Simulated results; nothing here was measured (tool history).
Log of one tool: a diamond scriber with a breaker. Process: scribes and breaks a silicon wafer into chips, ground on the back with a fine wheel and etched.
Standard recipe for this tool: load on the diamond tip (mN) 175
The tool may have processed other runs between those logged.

| run | hour | load on the diamond tip (mN) | wafers since the last listed run | hours since the diamond tip was replaced | hours since the load on the tip was calibrated | incoming depth of the damage left on the back of the incoming wafer, um | depth of the median crack under the scribed line (µm) | chips rejected at inspection after the break (%) |
|---|---|---|---|---|---|---|---|---|
| 1 | 0.0 | 175 | 0 | 14.5 | 53.8 | 0.56 | 13.57 | 2.30 |
| 2 | 50.9 | 175 | 205 | 65.4 | 104.7 | 0.78 | 13.89 | 2.25 |
| 3 | 117.6 | 175 | 269 | 132.1 | 171.4 | 0.63 | 14.02 | 2.22 |
| 4 | 161.7 | 175 | 177 | 176.2 | 215.5 | 0.52 | 14.36 | 2.39 |
| 5 | 191.8 | 175 | 121 | 206.3 | 245.6 | 0.32 | 14.31 | 2.46 |
| 6 | 228.7 | 175 | 148 | 243.2 | 282.5 | 0.66 | 14.79 | 2.37 |
| 7 | 253.7 | 175 | 100 | 268.2 | 307.5 | 0.66 | 14.74 | 2.50 |
| 8 | 313.4 | 198 | 240 | 327.9 | 367.2 | 0.71 | 16.12 | 4.48 |
| 9 | 350.7 | 198 | 150 | 365.2 | 404.5 | 0.53 | 15.28 | 4.14 |
| 10 | 407.8 | 198 | 230 | 422.3 | 461.6 | 0.67 | 15.70 | 4.09 |
| 11 | 459.2 | 151 | 207 | 473.7 | 513.0 | 0.45 | 12.57 | 2.90 |
|  | 487.8 | load on the tip recalibrated |
| 12 | 525.4 | 151 | 259 | 539.9 | 37.6 | 0.44 | 11.28 | 6.27 |
| 13 | 556.5 | 146 | 125 | 571.0 | 68.7 | 0.62 | 11.07 | 7.02 |
| 14 | 611.2 | 175 | 220 | 625.7 | 123.4 | 0.71 | 12.80 | 2.45 |
| 15 | 673.9 | 208 | 253 | 688.4 | 186.1 | 0.37 | 14.90 | 2.92 |
|  | 704.2 | diamond tip replaced by a new one |
| 16 | 732.0 | 226 | 226 | 27.8 | 244.2 | 0.53 | 18.26 | 9.76 |
| 17 | 760.9 | 175 | 116 | 56.7 | 273.1 | 0.48 | 14.61 | 2.87 |
| 18 | 933.3 | 208 | 695 | 229.1 | 445.5 | 0.66 | 17.44 | 7.55 |
| 19 | 970.0 | 127 | 148 | 265.8 | 482.2 | 0.75 | 11.30 | 5.69 |
| 20 | 997.8 | 137 | 112 | 293.6 | 510.0 | 0.42 | 11.31 | 3.41 |
|  | 1032.8 | load on the tip recalibrated |
| 21 | 1033.4 | 138 | 135 | 329.2 | 0.6 | 0.66 | 10.66 | 6.78 |
| 22 | 1200.9 | 201 | 676 | 496.7 | 168.1 | 0.55 | 15.48 | 4.07 |

Run 23 comes next. What will it give?
| 23 | 1263.4 | 126 | 252 | 559.2 | 230.6 | 0.46 | ? | ? |

{"run 23": {"depth of the median crack under the scribed line (µm)": 10.12, "chips rejected at inspection after the break (%)": 8.32}}
Without the tool's hidden state the same run would have given depth of the median crack under the scribed line (µm) 9.83, chips rejected at inspection after the break (%) 9.65.
